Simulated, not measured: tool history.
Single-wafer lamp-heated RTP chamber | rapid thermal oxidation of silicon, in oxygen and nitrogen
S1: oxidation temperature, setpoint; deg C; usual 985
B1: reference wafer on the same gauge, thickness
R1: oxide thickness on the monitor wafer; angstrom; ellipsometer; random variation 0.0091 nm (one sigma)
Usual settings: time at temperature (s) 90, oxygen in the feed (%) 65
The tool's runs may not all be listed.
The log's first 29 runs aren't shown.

At hour 390.8: pyrometer window cleaned and pyrometer calibrated.
Run 30, hour 391.3: usual settings but time at temperature (s) 133, oxygen in the feed (%) 76; B1 5.329. Result: R1 76.29 angstrom.
Run 31, hour 407.2: usual settings; B1 5.327. Result: R1 61.06 angstrom.
Run 32, hour 425.2: usual settings; B1 5.330. Result: R1 60.93 angstrom.
Run 33, hour 435.8: usual settings but S1 1008 deg C, time at temperature (s) 77, oxygen in the feed (%) 54; B1 5.333. Result: R1 63.46 angstrom.
Run 34, hour 448.0: usual settings but S1 970 deg C, oxygen in the feed (%) 46; B1 5.328. Result: R1 49.07 angstrom.
Run 35, hour 459.5: usual settings; B1 5.329. Result: R1 61.49 angstrom.
Run 36, hour 476.6: usual settings but S1 976 deg C, time at temperature (s) 45, oxygen in the feed (%) 85; B1 5.330. Result: R1 46.97 angstrom.
Run 37, hour 489.0: usual settings but S1 961 deg C, time at temperature (s) 70; B1 5.332. Result: R1 46.37 angstrom.

Forecast each of these 5 alternatives for the next run:
Run A, hour 489.5: usual settings; B1 ?. Result: R1 ?.
Run B, hour 489.5: usual settings but time at temperature (s) 67; B1 ?. Result: R1 ?.
Run C, hour 489.5: usual settings but time at temperature (s) 126, oxygen in the feed (%) 55; B1 ?. Result: R1 ?.
Run D, hour 489.5: usual settings but S1 1007 deg C; B1 ?. Result: R1 ?.
Run E, hour 489.5: usual settings but time at temperature (s) 125, oxygen in the feed (%) 90; B1 ?. Result: R1 ?.

run     B1     R1
  A  5.333  61.60
  B  5.333  54.23
  C  5.333  67.50
  D  5.333  72.32
  E  5.333  79.96
Without the tool's hidden state the same runs would have given:
run     R1
  A  60.71
  B  53.46
  C  66.51
  D  71.28
  E  78.76
